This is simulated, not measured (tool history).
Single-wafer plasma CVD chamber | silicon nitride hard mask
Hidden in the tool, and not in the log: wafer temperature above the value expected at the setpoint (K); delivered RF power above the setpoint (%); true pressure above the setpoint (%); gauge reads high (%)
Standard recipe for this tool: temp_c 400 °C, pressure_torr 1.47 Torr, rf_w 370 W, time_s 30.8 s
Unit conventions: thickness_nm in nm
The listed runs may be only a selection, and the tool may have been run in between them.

run    hour  temp_c  pressure_torr  rf_w  time_s  wafers since the last listed run  hours since the last thermocouple change  hours since the last RF generator calibration  hours since the last manometer calibration  hours since the showerhead was replaced  hours since the gauge calibration  read-back reference wafer on the same gauge, thickness_nm  thickness_nm
  1       0     400           1.47   430    30.8                                 0                                     835.8                                         2516.2                                       923.2                                   3625.2                              738.3                                                     35.281        48.112
  2    54.3     411           1.47   370    30.8                              1309                                     890.1                                         2570.5                                       977.5                                   3679.5                              792.6                                                     35.275        42.057
  3    84.2     400           1.47   370    33.6                               721                                       920                                         2600.4                                      1007.4                                   3709.4                              822.5                                                     35.293        46.132
  4   151.3     408           1.47   370    30.8                              1618                                     987.1                                         2667.5                                      1074.5                                   3776.5                              889.6                                                     35.304        41.815
  5   216.7     408           1.47   370    30.8                              1577                                    1052.5                                         2732.9                                      1139.9                                   3841.9                                955                                                     35.309         41.86
  6   284.7     400           1.47   370    30.8                              1639                                    1120.5                                         2800.9                                      1207.9                                   3909.9                               1023                                                     35.302        41.809
      343.1  -- RF generator calibrated
  7   350.8     400           1.47   370    30.8                              1401                                    1186.6                                            7.7                                        1274                                     3976                             1089.1                                                       35.3        41.746
        386  -- capacitance manometer re-zeroed and calibrated
  8     393     400           1.47   370    30.8                               824                                    1228.8                                           49.9                                           7                                   4018.2                             1131.3                                                     35.273         42.77
  9   459.7     400           1.47   370    30.8                              1608                                    1295.5                                          116.6                                        73.7                                   4084.9                               1198                                                     35.297        42.497
 10   504.1     400           1.47   370    30.8                              1070                                    1339.9                                            161                                       118.1                                   4129.3                             1242.4                                                     35.325        42.713
 11   540.1     394           1.47   370    30.8                               868                                    1375.9                                            197                                       154.1                                   4165.3                             1278.4                                                     35.285        42.763
 12   568.2     394           1.47   370    30.8                               677                                      1404                                          225.1                                       182.2                                   4193.4                             1306.5                                                     35.288        42.647
 13   617.4     400           1.47   370    30.8                              1186                                    1453.2                                          274.3                                       231.4                                   4242.6                             1355.7                                                     35.307        42.545
 14     670     400           1.47   395    30.8                              1268                                    1505.8                                          326.9                                         284                                   4295.2                             1408.3                                                     35.327        45.082
 15   696.9     400           1.47   370    30.8                               648                                    1532.7                                          353.8                                       310.9                                   4322.1                             1435.2                                                     35.276        42.513
      745.2  -- thermocouple changed; heater temperature recalibrated
 16   813.2     412           1.14   370    28.9                              2611                                        68                                          470.1                                       427.2                                   4438.4                             1551.5                                                     35.282        36.635
        830  -- gauge calibrated
 17   876.6     400           1.47   410    34.8                              1528                                     131.4                                          533.5                                       490.6                                   4501.8                               46.6                                                     35.296        52.533
 18   946.3     400           1.47   370    30.8                              1680                                     201.1                                          603.2                                       560.3                                   4571.5                              116.3                                                     35.302        42.482
 19   999.9     389           1.26   370    26.2                              1292                                     254.7                                          656.8                                       613.9                                   4625.1                              169.9                                                     35.261        34.436
     1035.9  -- showerhead replaced
 20  1036.4     400           1.47   370    35.8                               687                                     291.2                                          693.3                                       650.4                                      0.5                              206.4                                                     35.302        49.141
 21  1095.9     400           1.47   370    30.8                              1434                                     350.7                                          752.8                                       709.9                                       60                              265.9                                                     35.287        42.416
 22  1121.6     400           1.47   370    30.8                               619                                     376.4                                          778.5                                       735.6                                     85.7                              291.6                                                     35.295        42.307
 23    1173     414           1.47   370    30.8                              1239                                     427.8                                          829.9                                         787                                    137.1                                343                                                     35.336         42.05
 24  1225.2     400           1.14   350    30.8                              1258                                       480                                          882.1                                       839.2                                    189.3                              395.2                                                     35.281        36.745
 25  1279.1     400           1.64   370    27.3                              1299                                     533.9                                            936                                       893.1                                    243.2                              449.1                                                     35.281        38.638
 26  1319.3     400           1.47   370    30.8                               969                                     574.1                                          976.2                                       933.3                                    283.4                              489.3                                                     35.283        42.075
 27  1356.2     400           1.47   370    30.8                               889                                       611                                         1013.1                                       970.2                                    320.3                              526.2                                                     35.276        42.058
 28    1399     400           1.47   370    26.8                              1032                                     653.8                                         1055.9                                        1013                                    363.1                                569                                                     35.282        36.575
 29  1434.9     400           1.33   370    30.8                               865                                     689.7                                         1091.8                                      1048.9                                      399                              604.9                                                     35.312        40.617

Subtracting, for every run, the result it would have given without the tool's unlogged condition from the measured result gives the following. The same run-to-run variation enters both numbers; the gauge's scatter may not:
run  thickness_nm
  1        -0.618
  2        -0.613
  3        -0.719
  4         -0.75
  5        -0.855
  6        -0.971
  7        -1.095
  8        -0.148
  9        -0.151
 10        -0.157
 11        -0.165
 12        -0.171
 13        -0.184
 14        -0.215
 15        -0.213
 16        -0.265
 17        -0.386
 18        -0.363
 19        -0.345
 20        -0.508
 21        -0.496
 22        -0.521
 23        -0.573
 24        -0.624
 25        -0.624
 26        -0.752
 27        -0.802
 28        -0.751
 29        -0.925

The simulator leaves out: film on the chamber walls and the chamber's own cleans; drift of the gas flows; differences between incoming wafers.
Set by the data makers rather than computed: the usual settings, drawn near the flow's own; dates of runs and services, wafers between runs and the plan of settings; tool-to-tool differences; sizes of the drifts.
